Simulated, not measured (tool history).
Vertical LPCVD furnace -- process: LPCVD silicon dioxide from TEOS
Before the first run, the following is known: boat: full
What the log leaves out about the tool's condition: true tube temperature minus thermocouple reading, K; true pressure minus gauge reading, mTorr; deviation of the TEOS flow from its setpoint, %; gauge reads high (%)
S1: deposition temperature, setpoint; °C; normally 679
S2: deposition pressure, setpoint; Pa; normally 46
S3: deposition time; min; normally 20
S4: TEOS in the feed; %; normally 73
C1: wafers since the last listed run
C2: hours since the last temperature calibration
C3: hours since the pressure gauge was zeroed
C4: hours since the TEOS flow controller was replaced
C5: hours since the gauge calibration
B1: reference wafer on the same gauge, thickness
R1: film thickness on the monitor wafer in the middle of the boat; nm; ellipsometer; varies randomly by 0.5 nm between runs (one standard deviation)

{"run": 1, "day": 0.0, "S1": 679, "S2": 46, "S3": 20, "S4": 73, "C1": 0, "C2": 3417.1, "C3": 4561.8, "C4": 3036.3, "C5": 517.8, "B1": 90.63, "R1": 103.89}
{"run": 2, "day": 4.338, "S1": 679, "S2": 40.7, "S3": 20, "S4": 80, "C1": 2350, "C2": 3521.2, "C3": 4665.9, "C4": 3140.4, "C5": 621.9, "B1": 90.81, "R1": 103.43}
{"run": 3, "day": 7.275, "S1": 679, "S2": 40.7, "S3": 20, "S4": 80, "C1": 1592, "C2": 3591.7, "C3": 4736.4, "C4": 3210.9, "C5": 692.4, "B1": 90.62, "R1": 103.03}
{"run": 4, "day": 11.229, "S1": 679, "S2": 40.7, "S3": 20, "S4": 80, "C1": 2143, "C2": 3686.6, "C3": 4831.3, "C4": 3305.8, "C5": 787.3, "B1": 90.68, "R1": 103.35}
{"run": 5, "day": 12.933, "S1": 679, "S2": 46, "S3": 20, "S4": 67, "C1": 923, "C2": 3727.5, "C3": 4872.2, "C4": 3346.7, "C5": 828.2, "B1": 90.9, "R1": 100.69}
{"run": 6, "day": 15.342, "S1": 669, "S2": 46, "S3": 20, "S4": 73, "C1": 1305, "C2": 3785.3, "C3": 4930, "C4": 3404.5, "C5": 886, "B1": 90.71, "R1": 82.64}
{"run": 7, "day": 18.071, "S1": 669, "S2": 46, "S3": 20, "S4": 73, "C1": 1479, "C2": 3850.8, "C3": 4995.5, "C4": 3470, "C5": 951.5, "B1": 90.84, "R1": 83.44}
{"day": 21.638, "done": "TEOS flow controller replaced"}
{"run": 8, "day": 21.658, "S1": 679, "S2": 46, "S3": 20, "S4": 73, "C1": 1402, "C2": 3936.9, "C3": 5081.6, "C4": 0.5, "C5": 1037.6, "B1": 90.58, "R1": 105.14}
{"day": 23.667, "done": "pressure gauge zeroed"}
{"run": 9, "day": 23.692, "S1": 684, "S2": 36.7, "S3": 18, "S4": 63, "C1": 560, "C2": 3985.7, "C3": 0.6, "C4": 49.3, "C5": 1086.4, "B1": 90.77, "R1": 88.55}
{"day": 25.704, "done": "thermocouples replaced and temperature profile calibrated"}
{"run": 10, "day": 25.725, "S1": 679, "S2": 46, "S3": 20, "S4": 73, "C1": 560, "C2": 0.5, "C3": 49.4, "C4": 98.1, "C5": 1135.2, "B1": 90.55, "R1": 95.37}
{"run": 11, "day": 30.25, "S1": 684, "S2": 49.3, "S3": 27.5, "S4": 73, "C1": 2452, "C2": 109.1, "C3": 158, "C4": 206.7, "C5": 1243.8, "B1": 90.55, "R1": 155.5}
{"run": 12, "day": 32.079, "S1": 679, "S2": 46, "S3": 20, "S4": 65, "C1": 991, "C2": 153, "C3": 201.9, "C4": 250.6, "C5": 1287.7, "B1": 90.76, "R1": 90.78}
{"day": 32.321, "done": "gauge calibrated"}
{"run": 13, "day": 36.412, "S1": 679, "S2": 40.7, "S3": 20, "S4": 80, "C1": 2348, "C2": 257, "C3": 305.9, "C4": 354.6, "C5": 98.2, "B1": 90.72, "R1": 94.46}
{"run": 14, "day": 39.792, "S1": 679, "S2": 40.7, "S3": 20, "S4": 80, "C1": 1831, "C2": 338.1, "C3": 387, "C4": 435.7, "C5": 179.3, "B1": 90.7, "R1": 94.61}
{"run": 15, "day": 41.788, "S1": 685, "S2": 55.3, "S3": 20, "S4": 85, "C1": 1081, "C2": 386, "C3": 434.9, "C4": 483.6, "C5": 227.2, "B1": 90.69, "R1": 132.37}
{"run": 16, "day": 43.379, "S1": 674, "S2": 41.3, "S3": 17.5, "S4": 68, "C1": 862, "C2": 424.2, "C3": 473.1, "C4": 521.8, "C5": 265.4, "B1": 90.69, "R1": 68.63}

How would selected steps in R1 from run to run divide? Give the signed amount a tool lacking its hidden state would still show from settings, what came in and random variation, and the signed amount left for the hidden state, including any gauge scatter that is not in both of the compared results.
Run 9 -> 10: S1 684 -> 679, S2 36.7 -> 46, S3 18 -> 20, S4 63 -> 73, thermocouples replaced and temperature profile calibrated. R1 +6.82 nm: hidden state -8.46, all else +15.28.
Run 11 -> 12: S1 684 -> 679, S2 49.3 -> 46, S3 27.5 -> 20, S4 73 -> 65. R1 -64.72 nm: hidden state -0.2, all else -64.52.
